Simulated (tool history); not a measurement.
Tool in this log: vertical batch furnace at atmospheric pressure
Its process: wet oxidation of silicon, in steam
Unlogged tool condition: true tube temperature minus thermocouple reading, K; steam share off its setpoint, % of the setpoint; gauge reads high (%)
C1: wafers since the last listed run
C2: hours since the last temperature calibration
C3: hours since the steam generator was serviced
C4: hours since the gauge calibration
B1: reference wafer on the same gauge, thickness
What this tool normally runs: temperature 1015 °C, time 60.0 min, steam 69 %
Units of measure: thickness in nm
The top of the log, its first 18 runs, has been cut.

-- hour=460.1 thermocouples replaced and temperature profile calibrated
-- hour=518.6 steam generator serviced
run 19 hour=524.7 | temperature=1030 time=37.5 steam=60 | C1=633 C2=64.6 C3=6.1 C4=183.0 | B1=429.64 | thickness=286.57
run 20 hour=545.0 | temperature=1004 time=36.5 steam=62 | C1=249 C2=84.9 C3=26.4 C4=203.3 | B1=430.27 | thickness=241.11
run 21 hour=576.6 | temperature=1015 time=60.0 steam=69 | C1=388 C2=116.5 C3=58.0 C4=234.9 | B1=429.38 | thickness=377.57
run 22 hour=599.9 | temperature=1015 time=60.0 steam=69 | C1=286 C2=139.8 C3=81.3 C4=258.2 | B1=430.71 | thickness=383.29
run 23 hour=628.6 | temperature=1040 time=74.5 steam=77 | C1=352 C2=168.5 C3=110.0 C4=286.9 | B1=429.41 | thickness=535.54
run 24 hour=648.2 | temperature=1035 time=60.0 steam=69 | C1=240 C2=188.1 C3=129.6 C4=306.5 | B1=430.26 | thickness=431.13
run 25 hour=665.8 | temperature=1033 time=60.0 steam=69 | C1=216 C2=205.7 C3=147.2 C4=324.1 | B1=429.89 | thickness=429.46
run 26 hour=678.1 | temperature=1015 time=69.0 steam=69 | C1=151 C2=218.0 C3=159.5 C4=336.4 | B1=428.71 | thickness=411.44
run 27 hour=699.0 | temperature=1003 time=39.0 steam=78 | C1=256 C2=238.9 C3=180.4 C4=357.3 | B1=429.17 | thickness=286.89
run 28 hour=727.1 | temperature=995 time=34.5 steam=69 | C1=345 C2=267.0 C3=208.5 C4=385.4 | B1=429.99 | thickness=229.96
run 29 hour=746.8 | temperature=1038 time=60.0 steam=62 | C1=242 C2=286.7 C3=228.2 C4=405.1 | B1=430.23 | thickness=408.06
run 30 hour=762.8 | temperature=1015 time=84.0 steam=77 | C1=196 C2=302.7 C3=244.2 C4=421.1 | B1=429.92 | thickness=502.02
run 31 hour=795.6 | temperature=1015 time=60.0 steam=69 | C1=402 C2=335.5 C3=277.0 C4=453.9 | B1=429.85 | thickness=381.25
run 32 hour=809.0 | temperature=1003 time=41.5 steam=74 | C1=164 C2=348.9 C3=290.4 C4=467.3 | B1=429.64 | thickness=290.21
run 33 hour=844.7 | temperature=1015 time=60.0 steam=69 | C1=438 C2=384.6 C3=326.1 C4=503.0 | B1=430.76 | thickness=379.97
run 34 hour=865.0 | temperature=1015 time=67.5 steam=69 | C1=249 C2=404.9 C3=346.4 C4=523.3 | B1=430.57 | thickness=410.09
run 35 hour=895.1 | temperature=1015 time=60.0 steam=74 | C1=369 C2=435.0 C3=376.5 C4=553.4 | B1=430.50 | thickness=394.28
run 36 hour=912.8 | temperature=1015 time=69.0 steam=72 | C1=217 C2=452.7 C3=394.2 C4=571.1 | B1=430.09 | thickness=430.94
run 37 hour=941.0 | temperature=1015 time=51.5 steam=65 | C1=346 C2=480.9 C3=422.4 C4=599.3 | B1=429.99 | thickness=333.18
run 38 hour=960.1 | temperature=1005 time=72.5 steam=59 | C1=234 C2=500.0 C3=441.5 C4=618.4 | B1=429.85 | thickness=365.56

Consider 4 possible next runs. They are alternatives, not a sequence: every one starts from the tool as it was left by run 38. What does each give?
run A hour=964.3 | temperature=1015 time=60.0 steam=69 | C1=51 C2=504.2 C3=445.7 C4=622.6 | B1=? | thickness=?
run B hour=964.3 | temperature=995 time=60.0 steam=69 | C1=51 C2=504.2 C3=445.7 C4=622.6 | B1=? | thickness=?
run C hour=964.3 | temperature=1015 time=38.0 steam=69 | C1=51 C2=504.2 C3=445.7 C4=622.6 | B1=? | thickness=?
run D hour=964.3 | temperature=1022 time=60.0 steam=58 | C1=51 C2=504.2 C3=445.7 C4=622.6 | B1=? | thickness=?

run=A B1=428.94 thickness=382.38
run=B B1=428.94 thickness=333.74
run=C B1=428.94 thickness=285.32
run=D B1=428.94 thickness=358.19
Without the tool's hidden state the same runs would have given:
run=A thickness=382.38
run=B thickness=333.74
run=C thickness=285.32
run=D thickness=358.19
